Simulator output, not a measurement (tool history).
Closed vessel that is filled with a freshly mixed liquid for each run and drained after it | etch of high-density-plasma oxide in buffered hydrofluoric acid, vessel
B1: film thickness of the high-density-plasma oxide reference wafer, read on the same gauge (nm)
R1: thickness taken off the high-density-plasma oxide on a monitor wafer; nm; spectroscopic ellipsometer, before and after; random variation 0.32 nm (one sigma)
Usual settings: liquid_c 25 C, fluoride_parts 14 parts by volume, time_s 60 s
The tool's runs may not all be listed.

Run 1, day 0: usual settings but liquid_c 28.5 C, fluoride_parts 15.5 parts by volume; B1 80. Result: R1 60.12 nm.
Run 2, day 0.471: usual settings but liquid_c 28.5 C, fluoride_parts 15.5 parts by volume; B1 80. Result: R1 59.96 nm.
Run 3, day 1.025: usual settings but liquid_c 28.5 C, fluoride_parts 15.5 parts by volume; B1 79.99. Result: R1 60.65 nm.
Run 4, day 1.592: usual settings but liquid_c 22.5 C; B1 80.01. Result: R1 47.91 nm.
Run 5, day 1.929: usual settings but liquid_c 22.5 C; B1 80.01. Result: R1 47.88 nm.
Run 6, day 2.662: usual settings but liquid_c 22.5 C; B1 80. Result: R1 48.16 nm.
Run 7, day 3.008: usual settings but time_s 35 s; B1 80. Result: R1 32.01 nm.
Run 8, day 3.704: usual settings but time_s 35 s; B1 80. Result: R1 31.95 nm.
Run 9, day 4.425: usual settings but time_s 45 s; B1 80.01. Result: R1 41.21 nm.
Run 10, day 4.712: usual settings; B1 80.02. Result: R1 54.6 nm.
Run 11, day 5.225: usual settings; B1 79.98. Result: R1 54.97 nm.
Run 12, day 5.492: usual settings; B1 80. Result: R1 54.52 nm.
Run 13, day 5.821: usual settings; B1 80.03. Result: R1 54.75 nm.
Run 14, day 6.225: usual settings; B1 79.99. Result: R1 55.38 nm.
At day 6.792: hydrofluoric acid flow meter replaced.
Run 15, day 6.921: usual settings but liquid_c 30 C, time_s 85 s; B1 80.01. Result: R1 101.03 nm.
At day 7.004: thermometer replaced.
Run 16, day 7.371: usual settings but fluoride_parts 18.5 parts by volume; B1 80. Result: R1 41.59 nm.
Run 17, day 8.05: usual settings but fluoride_parts 12.5 parts by volume; B1 80. Result: R1 61.87 nm.
Run 18, day 8.396: usual settings; B1 80. Result: R1 54.33 nm.
Run 19, day 8.95: usual settings but liquid_c 21 C, fluoride_parts 11 parts by volume, time_s 40 s; B1 80. Result: R1 37.2 nm.
Run 20, day 9.467: usual settings but fluoride_parts 10 parts by volume; B1 79.99. Result: R1 76.19 nm.
Run 21, day 9.812: usual settings; B1 79.99. Result: R1 55.41 nm.
At day 9.921: gauge calibrated.
Run 22, day 10.412: usual settings but liquid_c 23 C; B1 79.99. Result: R1 49.27 nm.
Run 23, day 11.025: usual settings but liquid_c 21 C, fluoride_parts 9.5 parts by volume; B1 80. Result: R1 62.7 nm.
Run 24, day 11.4: usual settings; B1 79.99. Result: R1 54.92 nm.
Run 25, day 11.792: usual settings but liquid_c 22 C, time_s 80 s; B1 79.99. Result: R1 62.35 nm.
Run 26, day 12.083: usual settings; B1 79.99. Result: R1 54.89 nm.
Run 27, day 12.662: usual settings but liquid_c 28.5 C, fluoride_parts 18.5 parts by volume, time_s 80 s; B1 80.01. Result: R1 67.79 nm.
Run 28, day 13.071: usual settings but liquid_c 23 C; B1 80.01. Result: R1 49.54 nm.

5 ways to go on from here, each from the tool as it stands after run 28. What would each give?
Run A, day 13.1: usual settings; B1 ?. Result: R1 ?.
Run B, day 13.1: usual settings but fluoride_parts 11.5 parts by volume; B1 ?. Result: R1 ?.
Run C, day 13.1: usual settings but liquid_c 20.5 C, fluoride_parts 17 parts by volume, time_s 30 s; B1 ?. Result: R1 ?.
Run D, day 13.1: usual settings but liquid_c 22 C; B1 ?. Result: R1 ?.
Run E, day 13.1: usual settings but liquid_c 28 C, time_s 50 s; B1 ?. Result: R1 ?.

run     B1     R1
  A  79.99  54.79
  B  79.99  66.42
  C  79.99  17.66
  D  79.99  46.49
  E  79.99  53.64
Without the tool's hidden state the same runs would have given:
run     R1
  A  54.79
  B  66.42
  C  17.66
  D  46.49
  E  53.64
